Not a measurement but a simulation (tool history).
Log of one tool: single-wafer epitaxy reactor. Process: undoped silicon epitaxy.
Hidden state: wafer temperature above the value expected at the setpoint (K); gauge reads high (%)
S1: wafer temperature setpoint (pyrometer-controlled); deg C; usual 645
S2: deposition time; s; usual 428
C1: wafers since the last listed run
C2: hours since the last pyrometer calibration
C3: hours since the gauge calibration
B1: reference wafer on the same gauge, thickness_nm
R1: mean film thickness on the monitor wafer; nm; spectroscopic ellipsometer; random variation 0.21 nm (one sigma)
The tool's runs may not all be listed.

| run | hour | S1 | S2 | C1 | C2 | C3 | B1 | R1 |
|---|---|---|---|---|---|---|---|---|
| 1 | 0.0 | 645 | 428 | 0 | 225.4 | 539.5 | 61.034 | 62.782 |
| 2 | 94.5 | 645 | 428 | 429 | 319.9 | 634.0 | 61.117 | 62.914 |
| 3 | 161.9 | 645 | 428 | 306 | 387.3 | 701.4 | 61.284 | 62.947 |
| 4 | 242.7 | 645 | 369 | 366 | 468.1 | 782.2 | 61.345 | 54.408 |
| 5 | 332.2 | 645 | 428 | 406 | 557.6 | 871.7 | 61.492 | 63.344 |
| 6 | 534.6 | 645 | 404 | 919 | 760.0 | 1074.1 | 61.703 | 60.146 |
| 7 | 573.1 | 645 | 404 | 174 | 798.5 | 1112.6 | 61.732 | 59.992 |
| 8 | 655.5 | 645 | 428 | 374 | 880.9 | 1195.0 | 61.802 | 63.125 |
| 9 | 711.3 | 645 | 368 | 253 | 936.7 | 1250.8 | 61.857 | 54.817 |
| 10 | 773.8 | 645 | 368 | 283 | 999.2 | 1313.3 | 61.989 | 54.797 |
| 11 | 855.4 | 645 | 368 | 370 | 1080.8 | 1394.9 | 62.053 | 54.864 |
| 12 | 950.1 | 645 | 428 | 430 | 1175.5 | 1489.6 | 62.252 | 63.763 |
| 13 | 1021.0 | 645 | 428 | 322 | 1246.4 | 1560.5 | 62.194 | 63.926 |
| 14 | 1079.4 | 645 | 428 | 265 | 1304.8 | 1618.9 | 62.347 | 63.862 |
| 15 | 1161.3 | 645 | 399 | 371 | 1386.7 | 1700.8 | 62.522 | 59.817 |
| 16 | 1203.2 | 654 | 401 | 190 | 1428.6 | 1742.7 | 62.490 | 71.402 |
| 17 | 1286.8 | 634 | 398 | 379 | 1512.2 | 1826.3 | 62.486 | 48.585 |
|  | 1320.1 | gauge calibrated |
| 18 | 1386.5 | 634 | 398 | 452 | 1611.9 | 66.4 | 60.881 | 47.155 |
| 19 | 1562.4 | 634 | 398 | 798 | 1787.8 | 242.3 | 61.101 | 47.094 |
|  | 1598.8 | pyrometer calibrated |
| 20 | 1639.4 | 651 | 428 | 313 | 40.6 | 319.3 | 61.368 | 70.728 |
| 21 | 1679.0 | 651 | 428 | 179 | 80.2 | 358.9 | 61.372 | 70.788 |
| 22 | 1770.4 | 630 | 399 | 415 | 171.6 | 450.3 | 61.402 | 43.936 |
| 23 | 1816.8 | 655 | 368 | 210 | 218.0 | 496.7 | 61.425 | 65.690 |
| 24 | 2135.9 | 645 | 494 | 1449 | 537.1 | 815.8 | 61.853 | 73.157 |
| 25 | 2180.1 | 655 | 362 | 200 | 581.3 | 860.0 | 61.948 | 65.509 |
| 26 | 2244.2 | 655 | 362 | 291 | 645.4 | 924.1 | 61.933 | 65.333 |
| 27 | 2336.4 | 645 | 428 | 418 | 737.6 | 1016.3 | 62.081 | 64.075 |
| 28 | 2426.2 | 659 | 373 | 407 | 827.4 | 1106.1 | 62.220 | 73.002 |
| 29 | 2486.9 | 652 | 512 | 275 | 888.1 | 1166.8 | 62.218 | 87.976 |
| 30 | 2545.2 | 632 | 428 | 264 | 946.4 | 1225.1 | 62.316 | 50.030 |
| 31 | 2612.2 | 645 | 512 | 304 | 1013.4 | 1292.1 | 62.363 | 76.495 |
| 32 | 2694.3 | 633 | 376 | 372 | 1095.5 | 1374.2 | 62.501 | 44.706 |
| 33 | 2766.8 | 645 | 486 | 329 | 1168.0 | 1446.7 | 62.549 | 72.839 |
| 34 | 2832.8 | 645 | 428 | 299 | 1234.0 | 1512.7 | 62.648 | 64.733 |
| 35 | 2905.1 | 659 | 373 | 328 | 1306.3 | 1585.0 | 62.782 | 73.007 |
| 36 | 3010.6 | 645 | 485 | 479 | 1411.8 | 1690.5 | 62.984 | 73.071 |
|  | 3048.3 | gauge calibrated |
| 37 | 3061.3 | 645 | 364 | 230 | 1462.5 | 13.0 | 60.796 | 53.222 |
| 38 | 3157.2 | 645 | 450 | 435 | 1558.4 | 108.9 | 61.034 | 66.059 |
|  | 3185.8 | pyrometer calibrated |
| 39 | 3255.9 | 645 | 364 | 411 | 70.1 | 207.6 | 61.203 | 53.477 |
| 40 | 3305.9 | 634 | 398 | 227 | 120.1 | 257.6 | 61.243 | 47.238 |
| 41 | 3392.7 | 645 | 428 | 394 | 206.9 | 344.4 | 61.282 | 63.332 |
| 42 | 3490.3 | 645 | 391 | 443 | 304.5 | 442.0 | 61.363 | 57.777 |

The same runs without the tool's hidden state, with the same run-to-run variation:
| run | R1 |
|---|---|
| 1 | 62.527 |
| 2 | 62.544 |
| 3 | 62.495 |
| 4 | 53.933 |
| 5 | 62.683 |
| 6 | 59.286 |
| 7 | 59.091 |
| 8 | 62.078 |
| 9 | 53.851 |
| 10 | 53.766 |
| 11 | 53.748 |
| 12 | 62.353 |
| 13 | 62.428 |
| 14 | 62.296 |
| 15 | 58.260 |
| 16 | 69.488 |
| 17 | 47.208 |
| 18 | 47.045 |
| 19 | 46.824 |
| 20 | 70.218 |
| 21 | 70.224 |
| 22 | 43.509 |
| 23 | 64.993 |
| 24 | 71.938 |
| 25 | 64.363 |
| 26 | 64.111 |
| 27 | 62.766 |
| 28 | 71.388 |
| 29 | 85.932 |
| 30 | 48.813 |
| 31 | 74.539 |
| 32 | 43.495 |
| 33 | 70.769 |
| 34 | 62.815 |
| 35 | 70.747 |
| 36 | 70.668 |
| 37 | 53.127 |
| 38 | 65.818 |
| 39 | 53.181 |
| 40 | 46.931 |
| 41 | 62.814 |
| 42 | 57.197 |
